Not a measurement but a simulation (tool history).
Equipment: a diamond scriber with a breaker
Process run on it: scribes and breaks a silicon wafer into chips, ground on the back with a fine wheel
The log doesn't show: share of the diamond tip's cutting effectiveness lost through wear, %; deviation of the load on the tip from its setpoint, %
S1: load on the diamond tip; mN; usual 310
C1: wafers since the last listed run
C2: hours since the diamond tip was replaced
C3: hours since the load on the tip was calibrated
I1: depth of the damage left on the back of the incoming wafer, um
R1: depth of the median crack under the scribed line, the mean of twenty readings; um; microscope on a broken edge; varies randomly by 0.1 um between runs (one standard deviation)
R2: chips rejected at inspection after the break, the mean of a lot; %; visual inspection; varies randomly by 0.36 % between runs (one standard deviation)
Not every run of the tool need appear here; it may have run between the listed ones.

run	day	S1	C1	C2	C3	I1	R1	R2
1	0	247	0	840.4	657	1.82	6.07	11.07
2	2.842	310	207	908.6	725.2	1.76	7.37	3.42
3	5.267	310	177	966.8	783.4	2.28	7.46	4.97
4	6.854	380	116	1004.9	821.5	2.54	8.92	10
5	8.871	380	147	1053.3	869.9	2.65	9.06	9.57
6	10.312	380	105	1087.9	904.5	2.14	9.02	8.79
# day 10.792: load on the tip recalibrated
# day 11.392: diamond tip replaced by a new one
7	13.058	360	188	40	54.4	2.67	8.45	7.48
8	19.488	310	470	194.3	208.7	1.59	7.33	2.43
9	21.983	310	182	254.2	268.6	2.42	7.36	5.53
10	25.054	241	224	327.9	342.3	2.72	5.83	17.21
11	26.196	338	83	355.3	369.7	2.33	7.88	6.06
12	29.029	338	207	423.3	437.7	2.31	7.9	4.23
13	30.421	271	101	456.7	471.1	2.14	6.53	7.41
14	31.454	271	75	481.5	495.9	2.64	6.56	9.25
15	33.838	310	174	538.7	553.1	2.27	7.33	4.98
16	35.254	346	103	572.7	587.1	2.55	8.23	6.03
17	36.504	346	91	602.7	617.1	2.04	8.13	5.54
18	37.738	285	90	632.3	646.7	2.53	6.93	6.71
19	39.288	360	113	669.5	683.9	1.87	8.37	6.06
20	41.783	267	182	729.4	743.8	1.93	6.67	6.29
21	43.25	310	107	764.6	779	2.34	7.7	4.84
22	45.342	387	152	814.8	829.2	1.7	9.25	9.11
23	46.35	336	73	839	853.4	2.72	8.06	6.37
24	48.933	310	188	901	915.4	2.18	7.75	4
# day 49.196: diamond tip replaced by a new one
# day 51.017: load on the tip recalibrated
25	51.342	310	163	51.5	7.8	2.92	6.95	9.51
26	53.075	349	126	93.1	49.4	1.98	7.82	4.47
27	55.892	239	205	160.7	117	2.87	5.72	23.91
28	57.525	401	119	199.9	156.2	2.34	8.81	8.72
29	60.25	244	199	265.3	221.6	2.63	5.65	20.2
30	62.533	310	166	320.1	276.4	1.67	7.12	3.56
31	64.125	350	116	358.3	314.6	2.24	7.89	5.53
32	65.821	230	123	399	355.3	2.96	5.32	26.36
33	68.304	218	181	458.6	414.9	2.6	5.31	25.92
34	69.946	310	120	498	454.3	1.82	7.09	3.08
35	72.808	266	209	566.7	523	1.91	6.42	8.43
36	74.35	355	112	603.7	560	2.5	8.24	6.61
37	76.067	310	125	644.9	601.2	2.03	7.27	3.85
38	77.629	399	114	682.4	638.7	2.14	8.68	10.05
39	79.154	400	111	719	675.3	2.16	9.24	8.55
40	81.15	254	145	766.9	723.2	2.53	6.14	13.19

Branching from run 40: 5 alternative next runs. What would each branch give?
A	81.175	234	1	767.5	723.8	2.06	?	?
B	81.175	229	1	767.5	723.8	2.06	?	?
C	81.175	394	1	767.5	723.8	2.06	?	?
D	81.175	251	1	767.5	723.8	2.06	?	?
E	81.175	222	1	767.5	723.8	2.06	?	?

run	R1	R2
A	5.57	13.96
B	5.45	15.47
C	8.77	8.13
D	5.94	9.75
E	5.29	17.83
What these runs would have given with no unlogged condition in the tool:
run	R1	R2
A	5.57	13.91
B	5.46	15.42
C	8.77	8.17
D	5.95	9.71
E	5.29	17.77
